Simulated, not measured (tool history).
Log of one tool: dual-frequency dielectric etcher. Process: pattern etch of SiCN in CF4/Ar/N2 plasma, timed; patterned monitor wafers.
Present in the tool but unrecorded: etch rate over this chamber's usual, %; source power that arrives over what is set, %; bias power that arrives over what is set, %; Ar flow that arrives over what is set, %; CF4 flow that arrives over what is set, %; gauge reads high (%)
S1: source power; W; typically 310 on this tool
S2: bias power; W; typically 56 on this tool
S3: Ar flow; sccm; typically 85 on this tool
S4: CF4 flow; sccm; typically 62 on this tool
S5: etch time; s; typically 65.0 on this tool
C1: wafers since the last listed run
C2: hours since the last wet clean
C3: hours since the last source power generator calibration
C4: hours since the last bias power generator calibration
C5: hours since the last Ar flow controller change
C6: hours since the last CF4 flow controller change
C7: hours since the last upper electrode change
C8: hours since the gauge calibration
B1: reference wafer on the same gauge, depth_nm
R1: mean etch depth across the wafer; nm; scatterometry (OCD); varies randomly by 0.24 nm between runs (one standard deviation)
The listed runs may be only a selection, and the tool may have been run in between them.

run 1 hour=0.0 | S1=310 S2=56 S3=85 S4=62 S5=65.0 | C1=0 C2=179.4 C3=1221.2 C4=1801.7 C5=4001.2 C6=2570.8 C7=3038.7 C8=293.0 | B1=37.87 | R1=38.10
run 2 hour=196.5 | S1=310 S2=56 S3=85 S4=62 S5=65.0 | C1=3410 C2=375.9 C3=1417.7 C4=1998.2 C5=4197.7 C6=2767.3 C7=3235.2 C8=489.5 | B1=37.90 | R1=38.54
run 3 hour=233.5 | S1=310 S2=56 S3=85 S4=52 S5=65.0 | C1=642 C2=412.9 C3=1454.7 C4=2035.2 C5=4234.7 C6=2804.3 C7=3272.2 C8=526.5 | B1=37.87 | R1=37.82
-- hour=262.4 wet clean of the chamber
-- hour=385.7 Ar flow controller replaced
run 4 hour=389.9 | S1=310 S2=56 S3=85 S4=62 S5=65.0 | C1=2193 C2=127.5 C3=1611.1 C4=2191.6 C5=4.2 C6=2960.7 C7=3428.6 C8=682.9 | B1=37.89 | R1=37.33
run 5 hour=474.6 | S1=310 S2=56 S3=85 S4=62 S5=65.0 | C1=1470 C2=212.2 C3=1695.8 C4=2276.3 C5=88.9 C6=3045.4 C7=3513.3 C8=767.6 | B1=37.95 | R1=38.22
run 6 hour=548.1 | S1=310 S2=56 S3=85 S4=62 S5=65.0 | C1=1275 C2=285.7 C3=1769.3 C4=2349.8 C5=162.4 C6=3118.9 C7=3586.8 C8=841.1 | B1=37.87 | R1=37.89
-- hour=558.6 CF4 flow controller replaced
run 7 hour=630.2 | S1=250 S2=56 S3=85 S4=62 S5=65.0 | C1=1320 C2=367.8 C3=1851.4 C4=2431.9 C5=244.5 C6=71.6 C7=3668.9 C8=923.2 | B1=37.85 | R1=30.19
-- hour=653.5 source power generator calibrated
run 8 hour=687.5 | S1=250 S2=56 S3=85 S4=62 S5=65.0 | C1=925 C2=425.1 C3=34.0 C4=2489.2 C5=301.8 C6=128.9 C7=3726.2 C8=980.5 | B1=37.86 | R1=31.70
-- hour=732.5 upper electrode replaced
-- hour=737.5 wet clean of the chamber
run 9 hour=740.6 | S1=230 S2=61 S3=78 S4=62 S5=76.0 | C1=417 C2=3.1 C3=87.1 C4=2542.3 C5=354.9 C6=182.0 C7=8.1 C8=1033.6 | B1=37.85 | R1=34.01
run 10 hour=793.9 | S1=290 S2=62 S3=85 S4=67 S5=77.0 | C1=925 C2=56.4 C3=140.4 C4=2595.6 C5=408.2 C6=235.3 C7=61.4 C8=1086.9 | B1=37.90 | R1=44.24
-- hour=871.7 bias power generator calibrated
run 11 hour=893.1 | S1=310 S2=56 S3=73 S4=62 S5=65.0 | C1=1652 C2=155.6 C3=239.6 C4=21.4 C5=507.4 C6=334.5 C7=160.6 C8=1186.1 | B1=37.83 | R1=40.51
run 12 hour=965.1 | S1=310 S2=50 S3=85 S4=62 S5=65.0 | C1=1249 C2=227.6 C3=311.6 C4=93.4 C5=579.4 C6=406.5 C7=232.6 C8=1258.1 | B1=37.93 | R1=38.09
run 13 hour=1038.3 | S1=310 S2=56 S3=85 S4=62 S5=65.0 | C1=1270 C2=300.8 C3=384.8 C4=166.6 C5=652.6 C6=479.7 C7=305.8 C8=1331.3 | B1=37.93 | R1=39.73
-- hour=1123.3 gauge calibrated
run 14 hour=1125.7 | S1=310 S2=56 S3=85 S4=62 S5=65.0 | C1=1516 C2=388.2 C3=472.2 C4=254.0 C5=740.0 C6=567.1 C7=393.2 C8=2.4 | B1=37.92 | R1=39.80
-- hour=1195.0 wet clean of the chamber
run 15 hour=1195.5 | S1=310 S2=56 S3=85 S4=62 S5=65.0 | C1=794 C2=0.5 C3=542.0 C4=323.8 C5=809.8 C6=636.9 C7=463.0 C8=72.2 | B1=37.94 | R1=38.85
run 16 hour=1287.3 | S1=250 S2=52 S3=64 S4=51 S5=65.0 | C1=1593 C2=92.3 C3=633.8 C4=415.6 C5=901.6 C6=728.7 C7=554.8 C8=164.0 | B1=37.90 | R1=31.63
run 17 hour=1326.0 | S1=230 S2=56 S3=85 S4=48 S5=65.0 | C1=671 C2=131.0 C3=672.5 C4=454.3 C5=940.3 C6=767.4 C7=593.5 C8=202.7 | B1=37.88 | R1=27.36
run 18 hour=1397.7 | S1=310 S2=56 S3=85 S4=62 S5=65.0 | C1=1244 C2=202.7 C3=744.2 C4=526.0 C5=1012.0 C6=839.1 C7=665.2 C8=274.4 | B1=37.96 | R1=39.20
run 19 hour=1481.6 | S1=310 S2=56 S3=96 S4=62 S5=49.5 | C1=1456 C2=286.6 C3=828.1 C4=609.9 C5=1095.9 C6=923.0 C7=749.1 C8=358.3 | B1=37.93 | R1=28.93
run 20 hour=1576.7 | S1=310 S2=62 S3=85 S4=62 S5=65.0 | C1=1650 C2=381.7 C3=923.2 C4=705.0 C5=1191.0 C6=1018.1 C7=844.2 C8=453.4 | B1=37.94 | R1=41.16
-- hour=1647.5 wet clean of the chamber
run 21 hour=1648.0 | S1=310 S2=56 S3=85 S4=72 S5=80.5 | C1=820 C2=0.5 C3=994.5 C4=776.3 C5=1262.3 C6=1089.4 C7=915.5 C8=524.7 | B1=37.91 | R1=47.92
run 22 hour=1728.3 | S1=310 S2=56 S3=66 S4=48 S5=57.0 | C1=1393 C2=80.8 C3=1074.8 C4=856.6 C5=1342.6 C6=1169.7 C7=995.8 C8=605.0 | B1=37.87 | R1=35.06

Alternative continuations, all from the tool just after run 22; predict every row:
run A hour=1728.7 | S1=260 S2=56 S3=85 S4=62 S5=65.0 | C1=6 C2=81.2 C3=1075.2 C4=857.0 C5=1343.0 C6=1170.1 C7=996.2 C8=605.4 | B1=? | R1=?
run B hour=1728.7 | S1=330 S2=60 S3=92 S4=48 S5=65.0 | C1=6 C2=81.2 C3=1075.2 C4=857.0 C5=1343.0 C6=1170.1 C7=996.2 C8=605.4 | B1=? | R1=?
run C hour=1728.7 | S1=310 S2=56 S3=85 S4=62 S5=73.0 | C1=6 C2=81.2 C3=1075.2 C4=857.0 C5=1343.0 C6=1170.1 C7=996.2 C8=605.4 | B1=? | R1=?

run=A B1=37.91 R1=31.74
run=B B1=37.91 R1=40.07
run=C B1=37.91 R1=43.11
With the hidden condition removed and each run's random variation left untouched, the same runs would have given:
run=A R1=32.02
run=B R1=40.42
run=C R1=43.50

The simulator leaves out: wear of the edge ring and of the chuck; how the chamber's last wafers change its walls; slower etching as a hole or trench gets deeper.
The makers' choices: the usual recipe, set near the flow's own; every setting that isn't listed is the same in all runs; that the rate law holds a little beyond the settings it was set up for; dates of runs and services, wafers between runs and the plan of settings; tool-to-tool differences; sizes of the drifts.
